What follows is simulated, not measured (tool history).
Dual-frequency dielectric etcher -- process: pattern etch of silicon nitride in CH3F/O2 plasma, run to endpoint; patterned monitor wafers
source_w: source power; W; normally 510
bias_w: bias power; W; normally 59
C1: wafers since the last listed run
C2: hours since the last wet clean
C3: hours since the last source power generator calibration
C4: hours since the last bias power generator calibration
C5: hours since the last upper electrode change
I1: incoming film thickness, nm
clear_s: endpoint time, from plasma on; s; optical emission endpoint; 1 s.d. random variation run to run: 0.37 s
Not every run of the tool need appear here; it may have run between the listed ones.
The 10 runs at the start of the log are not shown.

{"run": 11, "hour": 786.5, "source_w": 470, "bias_w": 59, "C1": 935, "C2": 510, "C3": 2832.2, "C4": 3768.8, "C5": 1267.7, "I1": 59.9, "clear_s": 68.2}
{"run": 12, "hour": 867.4, "source_w": 480, "bias_w": 59, "C1": 723, "C2": 590.9, "C3": 2913.1, "C4": 3849.7, "C5": 1348.6, "I1": 59.7, "clear_s": 66.6}
{"hour": 917.4, "done": "wet clean of the chamber"}
{"run": 13, "hour": 919.3, "source_w": 510, "bias_w": 48, "C1": 249, "C2": 1.9, "C3": 2965, "C4": 3901.6, "C5": 1400.5, "I1": 59.4, "clear_s": 70.4}
{"hour": 940.2, "done": "bias power generator calibrated"}
{"run": 14, "hour": 979.2, "source_w": 510, "bias_w": 48, "C1": 500, "C2": 61.8, "C3": 3024.9, "C4": 39, "C5": 1460.4, "I1": 59.7, "clear_s": 70.9}
{"run": 15, "hour": 1081.7, "source_w": 460, "bias_w": 63, "C1": 917, "C2": 164.3, "C3": 3127.4, "C4": 141.5, "C5": 1562.9, "I1": 59.3, "clear_s": 68.5}
{"run": 16, "hour": 1169.8, "source_w": 510, "bias_w": 59, "C1": 788, "C2": 252.4, "C3": 3215.5, "C4": 229.6, "C5": 1651, "I1": 59.5, "clear_s": 66.6}
{"hour": 1212.1, "done": "source power generator calibrated"}
{"run": 17, "hour": 1218.7, "source_w": 510, "bias_w": 59, "C1": 401, "C2": 301.3, "C3": 6.6, "C4": 278.5, "C5": 1699.9, "I1": 59.6, "clear_s": 67.1}
{"run": 18, "hour": 1297.3, "source_w": 590, "bias_w": 70, "C1": 703, "C2": 379.9, "C3": 85.2, "C4": 357.1, "C5": 1778.5, "I1": 59.7, "clear_s": 60.6}
{"run": 19, "hour": 1402.8, "source_w": 470, "bias_w": 47, "C1": 943, "C2": 485.4, "C3": 190.7, "C4": 462.6, "C5": 1884, "I1": 59.9, "clear_s": 72}
{"run": 20, "hour": 1454.6, "source_w": 610, "bias_w": 52, "C1": 463, "C2": 537.2, "C3": 242.5, "C4": 514.4, "C5": 1935.8, "I1": 59.4, "clear_s": 63.3}

Run 21 is up next; what results do you expect?
{"hour": 1488.6, "done": "wet clean of the chamber"}
{"run": 21, "hour": 1540.6, "source_w": 560, "bias_w": 49, "C1": 554, "C2": 52, "C3": 328.5, "C4": 600.4, "C5": 2021.8, "I1": 59.2, "clear_s": "?"}

clear_s: 67.4 s
With no hidden state in the tool, this same run would have given clear_s 67.8 s.
